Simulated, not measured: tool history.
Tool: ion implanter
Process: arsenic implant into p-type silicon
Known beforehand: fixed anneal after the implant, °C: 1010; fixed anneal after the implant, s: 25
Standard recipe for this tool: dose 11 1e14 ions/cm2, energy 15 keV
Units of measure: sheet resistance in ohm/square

run,hour,dose,energy,wafers since the last listed run,hours since the last dose calibration,hours since the extraction supply was calibrated,hours since the gauge calibration,"read-back reference wafer on the same gauge, sheet resistance",sheet resistance
1,0,11,11.5,0,1361,6325,165.8,121.07,129.78
2,85.2,11,11.5,1560,1446.2,6410.2,251,120.99,129.97
3,98.9,11,11.5,251,1459.9,6423.9,264.7,120.96,129.62
4,178.9,11,15,1465,1539.9,6503.9,344.7,121.04,124.82
5,211.3,11,15,593,1572.3,6536.3,377.1,121.01,125.23
6,238.5,11,15,498,1599.5,6563.5,404.3,121.07,125.27
7,260.9,11,15,410,1621.9,6585.9,426.7,121.04,125.39
# hour 283.4: extraction supply calibrated
8,289.9,11,15,384,1650.9,6.5,455.7,120.94,125.24
9,312,11,15,404,1673,28.6,477.8,121,125.21
# hour 350.6: Faraday cup replaced and dose calibrated
10,351.1,11,15,569,0.5,67.7,516.9,121.08,123
11,373.1,11,13,403,22.5,89.7,538.9,121.05,125.5
12,394.9,11,13,399,44.3,111.5,560.7,120.97,125.25
13,415.2,11,13,371,64.6,131.8,581,120.96,125.21
14,432.4,9.42,14,315,81.8,149,598.2,120.93,134.06
15,447.9,11,15,283,97.3,164.5,613.7,120.99,122.65
16,478.6,11,15,562,128,195.2,644.4,120.95,122.5
17,500.2,13.05,15,395,149.6,216.8,666,121.07,113.71
18,524.9,11,15,452,174.3,241.5,690.7,121.05,122.65
# hour 525.9: gauge calibrated
19,558.5,12.71,10.5,615,207.9,275.1,32.6,121.03,121.53
20,581.2,8.15,13,415,230.6,297.8,55.3,120.96,148.08
21,608.3,11,15,496,257.7,324.9,82.4,120.98,122.86
22,626.9,11,19,340,276.3,343.5,101,120.96,117.48
23,645,13.67,15,331,294.4,361.6,119.1,121.03,112.06
24,679.9,8.47,17.5,639,329.3,396.5,154,121.09,138.64
25,714.4,11,15,632,363.8,431,188.5,120.99,122.51
26,740.9,9.58,15,485,390.3,457.5,215,121.13,132.14
27,769.9,11,15,531,419.3,486.5,244,120.99,122.73
28,788.8,13.64,15,346,438.2,505.4,262.9,120.91,112.16
29,805.6,11,13.5,307,455,522.2,279.7,120.99,124.85
30,839.1,11,15,613,488.5,555.7,313.2,121.04,122.62
31,857.9,11,13.5,344,507.3,574.5,332,121.01,124.68
32,878,7.91,11,368,527.4,594.6,352.1,120.97,153.68
33,902.7,11,15,452,552.1,619.3,376.8,121,122.87
34,924.2,11,16.5,393,573.6,640.8,398.3,121.06,121.18

Per-run results on a tool with no hidden state, each run keeping its own random variation:
Hidden state at play: deviation of the true dose from the Faraday cup's reading, %; deviation of the true energy from its setpoint, %; gauge reads high (%).
run,sheet resistance
1,127.88
2,127.84
3,127.47
4,122.41
5,122.72
6,122.67
7,122.72
8,122.48
9,122.39
10,123.03
11,125.52
12,125.28
13,125.23
14,134.09
15,122.67
16,122.51
17,113.71
18,122.65
19,121.52
20,148.06
21,122.83
22,117.44
23,112.02
24,138.55
25,122.42
26,132.02
27,122.6
28,112.07
29,124.7
30,122.44
31,124.48
32,153.34
33,122.63
34,120.92

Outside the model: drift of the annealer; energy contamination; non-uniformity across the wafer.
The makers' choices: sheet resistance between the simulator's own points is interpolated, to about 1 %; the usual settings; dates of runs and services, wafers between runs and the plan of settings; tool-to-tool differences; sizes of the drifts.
